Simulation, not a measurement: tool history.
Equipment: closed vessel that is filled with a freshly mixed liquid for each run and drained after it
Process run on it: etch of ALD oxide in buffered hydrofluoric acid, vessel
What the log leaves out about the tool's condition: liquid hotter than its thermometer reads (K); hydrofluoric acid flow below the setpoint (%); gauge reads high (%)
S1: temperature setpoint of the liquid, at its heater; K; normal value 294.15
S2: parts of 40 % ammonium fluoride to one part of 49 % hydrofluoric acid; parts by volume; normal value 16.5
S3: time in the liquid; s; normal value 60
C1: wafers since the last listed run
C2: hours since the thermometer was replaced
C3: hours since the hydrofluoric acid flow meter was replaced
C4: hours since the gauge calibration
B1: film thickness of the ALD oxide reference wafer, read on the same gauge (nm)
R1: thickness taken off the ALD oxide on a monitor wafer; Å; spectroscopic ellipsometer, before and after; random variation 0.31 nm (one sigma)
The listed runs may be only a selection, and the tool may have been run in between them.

run	hour	S1	S2	S3	C1	C2	C3	C4	B1	R1
1	0	294.15	14.5	70	0	80.3	512.3	1720.6	110.02	538.8
2	50.3	294.15	14.5	70	4003	130.6	562.6	1770.9	110	540.2
3	108.8	294.15	16.5	60	4655	189.1	621.1	1829.4	109.98	410
4	209.1	294.15	16.5	60	7982	289.4	721.4	1929.7	110.01	409.5
5	260.7	294.15	16.5	60	4106	341	773	1981.3	110.01	405.8
6	328.7	294.15	12.5	80	5411	409	841	2049.3	109.98	713.7
7	423.7	294.15	12.5	80	7560	504	936	2144.3	110.02	706.9
8	499.4	294.15	16.5	85	6024	579.7	1011.7	2220	110.01	579.1
9	585.6	294.15	16.5	85	6860	665.9	1097.9	2306.2	109.99	577
10	672.5	294.15	16.5	85	6915	752.8	1184.8	2393.1	110.03	563.9
11	740.2	294.15	16.5	60	5387	820.5	1252.5	2460.8	110	402.3
12	836.9	294.15	16.5	60	7695	917.2	1349.2	2557.5	109.98	398.7
13	899.4	294.15	16.5	60	4973	979.7	1411.7	2620	109.96	399.4
14	997.4	294.15	16.5	45	7799	1077.7	1509.7	2718	109.96	299.4
15	1091.5	294.15	21.5	30	7488	1171.8	1603.8	2812.1	110.01	157.8
16	1194.4	294.15	16.5	60	8189	1274.7	1706.7	2915	110	396.2
# hour 1279.7: thermometer replaced
17	1292.6	294.15	16.5	60	7735	12.9	1804.9	3013.2	110.03	395.5
18	1391.7	290.65	16.5	95	7886	112	1904	3112.3	109.97	523.7
# hour 1426.1: gauge calibrated
19	1497	294.15	16.5	80	8380	217.3	2009.3	70.9	109.98	525
20	1576	290.65	19	30	6287	296.3	2088.3	149.9	109.98	139.9
21	1622	298.65	16.5	60	3660	342.3	2134.3	195.9	109.98	500.9
22	1791.7	294.15	19.5	60	13505	512	2304	365.6	110.01	333.9
# hour 1818.1: hydrofluoric acid flow meter replaced
23	1846.4	294.15	12	75	4273	566.7	28.3	420.3	110	703
24	1901.4	290.15	16.5	60	4377	621.7	83.3	475.3	110.01	331.3
25	2115.9	294.15	16.5	60	17070	836.2	297.8	689.8	109.99	407.7
26	2189.5	292.15	16.5	40	5857	909.8	371.4	763.4	110.01	244.3
27	2275.2	294.15	16.5	30	6820	995.5	457.1	849.1	110.03	204.7
28	2347.4	294.15	16.5	60	5745	1067.7	529.3	921.3	109.99	409.8

4 ways to go on from here, each from the tool as it stands after run 28. What would each give?
A	2348.1	294.15	16.5	90	55	1068.4	530	922	?	?
B	2348.1	291.65	16.5	60	55	1068.4	530	922	?	?
C	2348.1	294.15	12	60	55	1068.4	530	922	?	?
D	2348.1	290.15	14.5	35	55	1068.4	530	922	?	?

run	B1	R1
A	110.01	614.3
B	110.01	355.9
C	110.01	560
D	110.01	216.5
Had the tool no hidden state, the same runs would have come out as:
run	R1
A	623
B	360.9
C	567.8
D	219.5

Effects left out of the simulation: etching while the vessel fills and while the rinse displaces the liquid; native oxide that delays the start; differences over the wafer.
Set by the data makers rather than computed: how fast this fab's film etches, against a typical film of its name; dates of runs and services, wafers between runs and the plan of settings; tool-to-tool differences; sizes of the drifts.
